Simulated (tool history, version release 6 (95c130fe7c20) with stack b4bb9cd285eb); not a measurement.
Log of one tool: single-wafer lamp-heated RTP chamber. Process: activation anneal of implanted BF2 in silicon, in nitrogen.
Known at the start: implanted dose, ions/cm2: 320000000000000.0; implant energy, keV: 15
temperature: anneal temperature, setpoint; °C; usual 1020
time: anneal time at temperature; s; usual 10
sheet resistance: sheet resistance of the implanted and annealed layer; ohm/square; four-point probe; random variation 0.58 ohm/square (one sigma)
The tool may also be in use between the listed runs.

| run | hour | temperature | time | read-back reference wafer on the same gauge, sheet resistance | sheet resistance |
|---|---|---|---|---|---|
| 1 | 0.0 | 1020 | 13 | 451.14 | 380.64 |
| 2 | 37.7 | 1020 | 13 | 450.80 | 380.71 |
|  | 53.7 | pyrometer window cleaned and pyrometer calibrated |
| 3 | 71.7 | 1020 | 10 | 450.86 | 386.16 |
| 4 | 257.1 | 1020 | 10 | 451.21 | 386.19 |
| 5 | 287.9 | 1002 | 13 | 451.20 | 384.50 |
| 6 | 353.1 | 1002 | 13 | 450.94 | 384.66 |
| 7 | 389.0 | 1020 | 10 | 450.75 | 383.75 |
|  | 399.4 | pyrometer window cleaned and pyrometer calibrated |
| 8 | 456.0 | 1020 | 10 | 451.13 | 385.43 |
| 9 | 509.6 | 1020 | 10 | 450.93 | 384.97 |
| 10 | 542.5 | 1020 | 10 | 450.93 | 384.70 |
| 11 | 591.1 | 1014 | 10 | 451.04 | 385.54 |
| 12 | 621.8 | 1014 | 10 | 451.15 | 384.70 |
| 13 | 647.3 | 1007 | 6 | 450.87 | 390.23 |
|  | 667.6 | reflector plate cleaned |
| 14 | 712.7 | 1020 | 10 | 450.93 | 384.26 |
| 15 | 776.5 | 1020 | 10 | 450.78 | 384.15 |
|  | 785.3 | pyrometer window cleaned and pyrometer calibrated |
| 16 | 812.4 | 1044 | 13 | 451.17 | 377.88 |
| 17 | 857.7 | 994 | 12 | 451.00 | 390.71 |

Forecast run 18:
|  | 973.4 | gauge calibrated |
| 18 | 997.7 | 1020 | 10 | ? | ? |

{"run 18": {"read-back reference wafer on the same gauge, sheet resistance": 451.23, "sheet resistance": 385.01}}
Without the tool's hidden state the same run would have given sheet resistance 386.24 ohm/square.
